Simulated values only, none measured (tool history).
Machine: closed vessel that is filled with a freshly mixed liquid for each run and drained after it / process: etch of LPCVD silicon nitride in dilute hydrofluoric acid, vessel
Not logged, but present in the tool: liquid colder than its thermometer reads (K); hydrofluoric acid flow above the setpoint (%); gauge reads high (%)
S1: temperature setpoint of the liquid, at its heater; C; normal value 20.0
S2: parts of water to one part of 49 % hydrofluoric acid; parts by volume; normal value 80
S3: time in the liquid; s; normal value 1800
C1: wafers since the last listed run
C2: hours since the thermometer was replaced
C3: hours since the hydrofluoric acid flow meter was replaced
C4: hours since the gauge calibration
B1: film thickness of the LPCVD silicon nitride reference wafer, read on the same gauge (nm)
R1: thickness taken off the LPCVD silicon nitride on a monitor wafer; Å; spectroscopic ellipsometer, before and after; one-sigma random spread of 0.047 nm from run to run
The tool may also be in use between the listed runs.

run 1 day=0.000 | S1=20.0 S2=80 S3=1800 | C1=0 C2=1298.4 C3=252.3 C4=1231.3 | B1=59.99 | R1=80.8
run 2 day=4.308 | S1=20.0 S2=80 S3=1800 | C1=3980 C2=1401.8 C3=355.7 C4=1334.7 | B1=60.00 | R1=81.0
run 3 day=8.292 | S1=20.0 S2=80 S3=1190 | C1=3680 C2=1497.4 C3=451.3 C4=1430.3 | B1=59.99 | R1=53.8
run 4 day=11.650 | S1=20.0 S2=80 S3=1800 | C1=3102 C2=1578.0 C3=531.9 C4=1510.9 | B1=59.99 | R1=81.5
run 5 day=15.588 | S1=20.0 S2=80 S3=2595 | C1=3637 C2=1672.5 C3=626.4 C4=1605.4 | B1=60.01 | R1=116.2
-- day=18.200 hydrofluoric acid flow meter replaced
run 6 day=19.112 | S1=20.0 S2=80 S3=2595 | C1=3218 C2=1757.1 C3=21.9 C4=1690.0 | B1=60.01 | R1=118.7
run 7 day=22.154 | S1=20.0 S2=80 S3=2595 | C1=2810 C2=1830.1 C3=94.9 C4=1763.0 | B1=59.99 | R1=118.1
run 8 day=25.658 | S1=22.5 S2=80 S3=1800 | C1=3237 C2=1914.2 C3=179.0 C4=1847.1 | B1=60.00 | R1=96.6
run 9 day=28.083 | S1=22.5 S2=80 S3=1800 | C1=2240 C2=1972.4 C3=237.2 C4=1905.3 | B1=59.99 | R1=95.3
run 10 day=30.621 | S1=22.5 S2=80 S3=1800 | C1=2344 C2=2033.3 C3=298.1 C4=1966.2 | B1=59.98 | R1=97.2
run 11 day=34.796 | S1=20.0 S2=80 S3=1800 | C1=3857 C2=2133.5 C3=398.3 C4=2066.4 | B1=60.00 | R1=82.2
run 12 day=36.646 | S1=20.0 S2=80 S3=1800 | C1=1709 C2=2177.9 C3=442.7 C4=2110.8 | B1=60.02 | R1=81.5
run 13 day=39.254 | S1=20.0 S2=80 S3=1800 | C1=2409 C2=2240.5 C3=505.3 C4=2173.4 | B1=59.98 | R1=82.3
run 14 day=42.567 | S1=20.0 S2=80 S3=1800 | C1=3060 C2=2320.0 C3=584.8 C4=2252.9 | B1=59.99 | R1=82.4
run 15 day=44.850 | S1=21.5 S2=80 S3=2730 | C1=2109 C2=2374.8 C3=639.6 C4=2307.7 | B1=60.02 | R1=137.5
run 16 day=48.242 | S1=20.0 S2=95 S3=1800 | C1=3133 C2=2456.2 C3=721.0 C4=2389.1 | B1=60.01 | R1=69.3
-- day=49.404 hydrofluoric acid flow meter replaced
run 17 day=58.554 | S1=20.0 S2=80 S3=1800 | C1=9489 C2=2703.7 C3=219.6 C4=2636.6 | B1=60.00 | R1=81.2
run 18 day=61.662 | S1=17.0 S2=80 S3=1800 | C1=2871 C2=2778.3 C3=294.2 C4=2711.2 | B1=60.01 | R1=66.2
-- day=64.862 thermometer replaced
run 19 day=66.025 | S1=20.0 S2=80 S3=1800 | C1=3992 C2=27.9 C3=398.9 C4=2815.9 | B1=59.99 | R1=81.3
run 20 day=73.150 | S1=17.0 S2=55 S3=1800 | C1=6582 C2=198.9 C3=569.9 C4=2986.9 | B1=60.01 | R1=96.6
-- day=73.692 gauge calibrated
run 21 day=75.783 | S1=24.0 S2=100 S3=2500 | C1=2432 C2=262.1 C3=633.1 C4=50.2 | B1=60.00 | R1=118.2
-- day=78.204 hydrofluoric acid flow meter replaced
run 22 day=78.225 | S1=17.5 S2=80 S3=1385 | C1=2217 C2=320.7 C3=0.5 C4=108.8 | B1=59.99 | R1=52.9
run 23 day=81.188 | S1=23.0 S2=80 S3=2355 | C1=2737 C2=391.8 C3=71.6 C4=179.9 | B1=60.01 | R1=130.5
run 24 day=83.821 | S1=22.0 S2=80 S3=1800 | C1=2432 C2=455.0 C3=134.8 C4=243.1 | B1=60.01 | R1=93.5
run 25 day=88.104 | S1=20.0 S2=110 S3=2110 | C1=3957 C2=557.8 C3=237.6 C4=345.9 | B1=60.00 | R1=70.2
run 26 day=90.417 | S1=20.0 S2=45 S3=1475 | C1=2136 C2=613.3 C3=293.1 C4=401.4 | B1=60.00 | R1=118.3
run 27 day=94.267 | S1=20.0 S2=80 S3=1800 | C1=3557 C2=705.7 C3=385.5 C4=493.8 | B1=60.00 | R1=81.9
run 28 day=95.829 | S1=20.0 S2=80 S3=1800 | C1=1443 C2=743.2 C3=423.0 C4=531.3 | B1=60.01 | R1=81.5
run 29 day=107.358 | S1=21.5 S2=110 S3=2695 | C1=10651 C2=1019.9 C3=699.7 C4=808.0 | B1=60.01 | R1=98.6
-- day=107.875 hydrofluoric acid flow meter replaced
run 30 day=108.954 | S1=17.5 S2=80 S3=1800 | C1=1435 C2=1058.2 C3=25.9 C4=846.3 | B1=60.00 | R1=67.9
run 31 day=112.408 | S1=20.0 S2=80 S3=1800 | C1=3191 C2=1141.1 C3=108.8 C4=929.2 | B1=59.99 | R1=81.6

Forecast each of these 5 alternatives for the next run:
run A day=112.458 | S1=20.0 S2=105 S3=1800 | C1=46 C2=1142.3 C3=110.0 C4=930.4 | B1=? | R1=?
run B day=112.458 | S1=22.5 S2=90 S3=2105 | C1=46 C2=1142.3 C3=110.0 C4=930.4 | B1=? | R1=?
run C day=112.458 | S1=23.5 S2=80 S3=1800 | C1=46 C2=1142.3 C3=110.0 C4=930.4 | B1=? | R1=?
run D day=112.458 | S1=17.0 S2=55 S3=2750 | C1=46 C2=1142.3 C3=110.0 C4=930.4 | B1=? | R1=?
run E day=112.458 | S1=22.5 S2=65 S3=1360 | C1=46 C2=1142.3 C3=110.0 C4=930.4 | B1=? | R1=?

run=A B1=59.99 R1=62.2
run=B B1=59.99 R1=100.2
run=C B1=59.99 R1=102.8
run=D B1=59.99 R1=144.8
run=E B1=59.99 R1=89.1
With no hidden state in the tool, these same runs would have given:
run=A R1=62.2
run=B R1=100.2
run=C R1=102.8
run=D R1=144.8
run=E R1=89.1
